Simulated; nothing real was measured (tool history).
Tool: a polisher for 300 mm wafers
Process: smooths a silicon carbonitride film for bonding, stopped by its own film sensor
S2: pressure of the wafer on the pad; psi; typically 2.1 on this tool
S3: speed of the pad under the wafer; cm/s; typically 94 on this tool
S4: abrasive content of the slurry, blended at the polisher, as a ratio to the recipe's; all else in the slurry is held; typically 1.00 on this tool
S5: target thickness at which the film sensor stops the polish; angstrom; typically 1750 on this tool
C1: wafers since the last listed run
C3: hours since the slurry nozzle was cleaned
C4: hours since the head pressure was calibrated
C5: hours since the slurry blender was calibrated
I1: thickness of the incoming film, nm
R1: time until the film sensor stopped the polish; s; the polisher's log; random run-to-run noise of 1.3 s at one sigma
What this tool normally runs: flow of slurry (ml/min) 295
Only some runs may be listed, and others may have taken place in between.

run 1 day=0.000 | flow_of_slurry_(ml/min)=295 S2=2.1 S3=94 S4=1.00 S5=1750 | C1=0 wafers_polished_on_this_pad=651 C3=184.6 C4=97.3 C5=38.5 | I1=208.6 | R1=155.5
run 2 day=1.946 | flow_of_slurry_(ml/min)=380 S2=1.6 S3=94 S4=1.00 S5=1750 | C1=366 wafers_polished_on_this_pad=1017 C3=231.3 C4=144.0 C5=85.2 | I1=210.0 | R1=183.9
run 3 day=6.117 | flow_of_slurry_(ml/min)=295 S2=2.1 S3=94 S4=1.00 S5=1750 | C1=784 wafers_polished_on_this_pad=1802 C3=331.4 C4=244.1 C5=185.3 | I1=214.1 | R1=184.8
run 4 day=8.746 | flow_of_slurry_(ml/min)=295 S2=2.1 S3=94 S4=1.00 S5=1750 | C1=494 wafers_polished_on_this_pad=2296 C3=394.5 C4=307.2 C5=248.4 | I1=208.9 | R1=162.3
-- day=10.425 slurry nozzle cleaned
run 5 day=11.317 | flow_of_slurry_(ml/min)=295 S2=2.1 S3=94 S4=1.00 S5=1750 | C1=475 wafers_polished_on_this_pad=2772 C3=21.4 C4=368.9 C5=310.1 | I1=206.2 | R1=151.4
-- day=14.717 head pressure recalibrated
run 6 day=15.229 | flow_of_slurry_(ml/min)=295 S2=2.1 S3=94 S4=1.15 S5=1750 | C1=720 wafers_polished_on_this_pad=3493 C3=115.3 C4=12.3 C5=404.0 | I1=209.1 | R1=166.6
-- day=15.858 worn pad replaced by a new one
-- day=17.588 slurry blender recalibrated
run 7 day=19.488 | flow_of_slurry_(ml/min)=295 S2=2.1 S3=94 S4=1.15 S5=1750 | C1=754 wafers_polished_on_this_pad=667 C3=217.5 C4=114.5 C5=45.6 | I1=214.8 | R1=175.5
run 8 day=23.192 | flow_of_slurry_(ml/min)=295 S2=2.1 S3=94 S4=0.85 S5=1750 | C1=697 wafers_polished_on_this_pad=1364 C3=306.4 C4=203.4 C5=134.5 | I1=207.2 | R1=156.7
run 9 day=25.212 | flow_of_slurry_(ml/min)=295 S2=2.1 S3=94 S4=0.85 S5=1750 | C1=380 wafers_polished_on_this_pad=1744 C3=354.9 C4=251.9 C5=183.0 | I1=209.8 | R1=171.6
run 10 day=28.450 | flow_of_slurry_(ml/min)=295 S2=2.1 S3=94 S4=0.85 S5=1750 | C1=609 wafers_polished_on_this_pad=2353 C3=432.6 C4=329.6 C5=260.7 | I1=207.5 | R1=167.1
-- day=28.575 slurry nozzle cleaned
run 11 day=32.558 | flow_of_slurry_(ml/min)=295 S2=2.3 S3=102 S4=1.00 S5=1750 | C1=765 wafers_polished_on_this_pad=3118 C3=95.6 C4=428.2 C5=359.3 | I1=205.4 | R1=135.9
-- day=32.892 worn pad replaced by a new one
-- day=33.725 head pressure recalibrated
-- day=36.179 slurry blender recalibrated
run 12 day=38.196 | flow_of_slurry_(ml/min)=260 S2=2.1 S3=94 S4=0.80 S5=1750 | C1=998 wafers_polished_on_this_pad=966 C3=230.9 C4=107.3 C5=48.4 | I1=211.4 | R1=179.7
run 13 day=40.142 | flow_of_slurry_(ml/min)=295 S2=2.1 S3=94 S4=1.00 S5=1750 | C1=366 wafers_polished_on_this_pad=1332 C3=277.6 C4=154.0 C5=95.1 | I1=210.9 | R1=164.7
run 14 day=43.917 | flow_of_slurry_(ml/min)=295 S2=2.5 S3=94 S4=1.00 S5=1780 | C1=710 wafers_polished_on_this_pad=2043 C3=368.2 C4=244.6 C5=185.7 | I1=208.6 | R1=130.8
run 15 day=46.950 | flow_of_slurry_(ml/min)=295 S2=2.1 S3=94 S4=1.00 S5=1710 | C1=570 wafers_polished_on_this_pad=2614 C3=441.0 C4=317.4 C5=258.5 | I1=211.7 | R1=200.2

Estimate the outcome of run 16 from the log above:
run 16 day=49.388 | flow_of_slurry_(ml/min)=295 S2=2.1 S3=94 S4=1.00 S5=1750 | C1=458 wafers_polished_on_this_pad=3072 C3=499.5 C4=375.9 C5=317.0 | I1=211.3 | R1=?

{"run 16": {"R1": 179.4}}
The same run, on a tool lacking any hidden state, would have yielded R1 159.9 s.
